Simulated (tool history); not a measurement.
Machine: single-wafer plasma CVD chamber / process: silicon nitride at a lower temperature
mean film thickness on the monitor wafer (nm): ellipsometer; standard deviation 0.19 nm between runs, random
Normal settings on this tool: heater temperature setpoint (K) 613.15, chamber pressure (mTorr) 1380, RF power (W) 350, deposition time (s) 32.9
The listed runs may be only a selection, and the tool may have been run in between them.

run,hour,heater temperature setpoint (K),chamber pressure (mTorr),RF power (W),deposition time (s),wafers since the last listed run,hours since the last thermocouple change,hours since the last RF generator calibration,hours since the last manometer calibration,hours since the showerhead was replaced,hours since the gauge calibration,"read-back reference wafer on the same gauge, thickness_nm",mean film thickness on the monitor wafer (nm)
1,0.0,613.15,1380,320,32.9,0,2209.6,167.9,2418.6,110.7,957.5,42.173,35.522
2,32.7,613.15,1380,350,32.9,924,2242.3,200.6,2451.3,143.4,990.2,42.086,37.458
# hour 50.9: thermocouple changed; heater temperature recalibrated
3,52.6,613.15,1380,350,32.9,336,1.7,220.5,2471.2,163.3,1010.1,42.047,37.552
4,78.0,613.15,1720,415,27.6,718,27.1,245.9,2496.6,188.7,1035.5,41.904,37.838
# hour 96.9: gauge calibrated
5,141.7,613.15,1260,350,32.9,1801,90.8,309.6,2560.3,252.4,44.8,43.398,37.627
# hour 152.4: capacitance manometer re-zeroed and calibrated
6,170.8,608.15,1380,350,32.9,596,119.9,338.7,18.4,281.5,73.9,43.337,38.611
7,183.6,613.15,1380,350,32.9,362,132.7,351.5,31.2,294.3,86.7,43.456,39.087
8,271.7,627.15,1530,370,28.1,2491,220.8,439.6,119.3,382.4,174.8,43.350,35.122
9,301.4,613.15,1180,385,32.9,840,250.5,469.3,149.0,412.1,204.5,43.304,39.324
10,316.8,613.15,1380,350,32.9,435,265.9,484.7,164.4,427.5,219.9,43.259,38.554
11,337.3,613.15,1380,350,37.5,579,286.4,505.2,184.9,448.0,240.4,43.311,44.075
12,357.8,613.15,1380,350,32.9,579,306.9,525.7,205.4,468.5,260.9,43.322,38.835
13,393.8,620.15,1380,370,32.9,1018,342.9,561.7,241.4,504.5,296.9,43.256,40.174
14,444.2,623.15,1220,320,27.8,1425,393.3,612.1,291.8,554.9,347.3,43.238,29.438
15,475.3,613.15,1080,420,27.5,879,424.4,643.2,322.9,586.0,378.4,43.195,33.789
16,488.7,626.15,1720,350,32.9,379,437.8,656.6,336.3,599.4,391.8,43.227,40.903
17,504.2,622.15,1380,350,35.4,438,453.3,672.1,351.8,614.9,407.3,43.164,41.204
18,531.8,613.15,1380,395,32.9,780,480.9,699.7,379.4,642.5,434.9,43.144,41.970
19,555.2,613.15,1180,350,29.0,661,504.3,723.1,402.8,665.9,458.3,43.100,32.157
20,588.2,617.15,1110,350,32.9,933,537.3,756.1,435.8,698.9,491.3,43.054,35.968
21,612.6,613.15,1570,315,32.9,690,561.7,780.5,460.2,723.3,515.7,43.044,37.161
22,627.3,613.15,1380,290,35.4,415,576.4,795.2,474.9,738.0,530.4,42.986,36.284
23,659.3,613.15,1380,350,32.9,905,608.4,827.2,506.9,770.0,562.4,42.962,38.392
24,684.3,613.15,1690,350,29.4,707,633.4,852.2,531.9,795.0,587.4,42.907,36.540
25,707.7,613.15,1380,325,32.9,661,656.8,875.6,555.3,818.4,610.8,42.855,35.980
# hour 724.5: RF generator calibrated
26,733.6,600.15,1500,285,32.9,506,682.7,9.1,581.2,844.3,636.7,42.751,34.214

Expected results for the next run?
27,760.9,602.15,1380,350,32.9,772,710.0,36.4,608.5,871.6,664.0,?,?

Run 27 came out at read-back reference wafer on the same gauge, thickness_nm 42.769, mean film thickness on the monitor wafer (nm) 38.362.
If the tool had no hidden condition, the same run with the same run-to-run variation would have returned mean film thickness on the monitor wafer (nm) 39.019.
